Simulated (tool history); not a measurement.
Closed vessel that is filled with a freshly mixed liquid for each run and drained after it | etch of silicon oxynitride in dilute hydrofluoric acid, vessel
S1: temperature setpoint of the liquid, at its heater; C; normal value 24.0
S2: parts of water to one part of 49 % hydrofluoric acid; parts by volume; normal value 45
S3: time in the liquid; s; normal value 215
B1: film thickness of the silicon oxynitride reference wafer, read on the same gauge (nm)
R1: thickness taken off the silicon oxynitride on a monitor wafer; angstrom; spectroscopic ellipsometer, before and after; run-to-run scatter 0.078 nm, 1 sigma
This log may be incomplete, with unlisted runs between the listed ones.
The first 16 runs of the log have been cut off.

run    hour    S1  S2   S3     B1     R1
 17  1066.3  24.0  45  215  80.01   92.8
 18  1123.1  24.0  60  215  80.00   70.5
 19  1215.9  24.0  45  215  80.00   94.6
 20  1319.4  26.5  60  335  80.00  124.0
 21  1414.7  24.0  50  215  80.01   86.6
 22  1492.2  24.0  45  165  80.00   72.5
 23  1599.9  28.0  40  105  80.00   65.7
 24  1674.2  21.5  50  215  79.99   77.8
 25  1757.7  24.0  30  285  80.00  197.8
 26  1805.8  24.0  45  120  80.01   54.1
 27  1866.7  21.5  55  215  80.00   70.7
 28  1924.7  19.5  45  215  79.99   78.6
 29  1998.2  24.0  45  215  80.01   99.2
 30  2088.3  24.0  65  310  80.01   96.8
 31  2152.6  28.0  40  115  80.00   72.9
 32  2228.9  28.5  65  170  80.01   66.8
 33  2267.1  28.5  35   90  79.99   67.0

Alternative continuations, all from the tool just after run 33; predict every row:
  A  2267.8  26.0  45  215   ?   ?
  B  2267.8  24.0  45  290   ?   ?
  C  2267.8  24.0  55  215   ?   ?
  D  2267.8  22.5  45  215   ?   ?

run     B1     R1
  A  79.99  111.5
  B  79.99  136.6
  C  79.99   82.2
  D  79.99   94.1
With the hidden condition removed and each run's random variation left untouched, the same runs would have given:
run     R1
  A  103.3
  B  126.5
  C   76.1
  D   87.1

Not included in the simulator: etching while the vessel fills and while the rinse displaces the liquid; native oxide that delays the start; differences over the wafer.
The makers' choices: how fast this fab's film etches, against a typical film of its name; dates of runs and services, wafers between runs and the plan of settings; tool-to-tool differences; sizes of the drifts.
